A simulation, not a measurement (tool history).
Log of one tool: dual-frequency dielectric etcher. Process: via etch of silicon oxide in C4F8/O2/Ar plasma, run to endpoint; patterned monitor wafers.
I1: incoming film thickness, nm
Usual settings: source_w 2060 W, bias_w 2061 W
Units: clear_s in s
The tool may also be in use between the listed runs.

{"run": 1, "hour": 0.0, "source_w": 2060, "bias_w": 2061, "I1": 920.5, "clear_s": 180.2}
{"run": 2, "hour": 99.5, "source_w": 2340, "bias_w": 1798, "I1": 919.3, "clear_s": 176.2}
{"run": 3, "hour": 152.1, "source_w": 2390, "bias_w": 2248, "I1": 916.4, "clear_s": 164.5}
{"run": 4, "hour": 178.2, "source_w": 2390, "bias_w": 2248, "I1": 911.9, "clear_s": 163.7}
{"run": 5, "hour": 248.8, "source_w": 2390, "bias_w": 2248, "I1": 908.5, "clear_s": 161.2}
{"run": 6, "hour": 294.5, "source_w": 2060, "bias_w": 2061, "I1": 910.9, "clear_s": 172.6}
{"run": 7, "hour": 343.8, "source_w": 2400, "bias_w": 2061, "I1": 907.3, "clear_s": 165.8}
{"run": 8, "hour": 385.1, "source_w": 2400, "bias_w": 2061, "I1": 920.3, "clear_s": 168.0}
{"run": 9, "hour": 414.6, "source_w": 2200, "bias_w": 2218, "I1": 911.7, "clear_s": 169.3}
{"run": 10, "hour": 451.3, "source_w": 2560, "bias_w": 2570, "I1": 918.0, "clear_s": 155.4}
{"run": 11, "hour": 506.2, "source_w": 2060, "bias_w": 2061, "I1": 912.9, "clear_s": 182.2}
{"run": 12, "hour": 586.4, "source_w": 1570, "bias_w": 2352, "I1": 917.6, "clear_s": 182.3}
{"run": 13, "hour": 599.2, "source_w": 2060, "bias_w": 2239, "I1": 916.2, "clear_s": 170.2}
{"run": 14, "hour": 634.3, "source_w": 2420, "bias_w": 1591, "I1": 924.7, "clear_s": 183.1}
{"run": 15, "hour": 697.9, "source_w": 1790, "bias_w": 1565, "I1": 904.7, "clear_s": 204.5}
{"run": 16, "hour": 759.8, "source_w": 1820, "bias_w": 2061, "I1": 919.8, "clear_s": 184.4}
{"run": 17, "hour": 789.6, "source_w": 2390, "bias_w": 2248, "I1": 915.5, "clear_s": 165.8}

Not shown: 5 entries that the log had between the listed runs. Between which runs, and how does the tool's hidden state differ before and after?
Between runs 4 and 5: wet clean of the chamber (hour 219.3)
  etch rate over this chamber's usual, %: -3.27 -> 0.167
  measured less the result without the state, clear_s: +5.3 -> -0.3 s
Between runs 8 and 9: bias power generator calibrated (hour 403.5)
  etch rate over this chamber's usual, %: -1.38 -> -1.72
  measured less the result without the state, clear_s: +2.3 -> +2.9 s
Between runs 9 and 10: source power generator calibrated (hour 443.5)
  etch rate over this chamber's usual, %: -1.72 -> -2.13
  measured less the result without the state, clear_s: +2.9 -> +3.3 s
Between runs 10 and 11: upper electrode replaced (hour 505.7)
  etch rate over this chamber's usual, %: -2.13 -> -2.76
  measured less the result without the state, clear_s: +3.3 -> +5.0 s
Between runs 11 and 12: wet clean of the chamber (hour 585.9)
  etch rate over this chamber's usual, %: -2.76 -> 0.457
  measured less the result without the state, clear_s: +5.0 -> -0.8 s

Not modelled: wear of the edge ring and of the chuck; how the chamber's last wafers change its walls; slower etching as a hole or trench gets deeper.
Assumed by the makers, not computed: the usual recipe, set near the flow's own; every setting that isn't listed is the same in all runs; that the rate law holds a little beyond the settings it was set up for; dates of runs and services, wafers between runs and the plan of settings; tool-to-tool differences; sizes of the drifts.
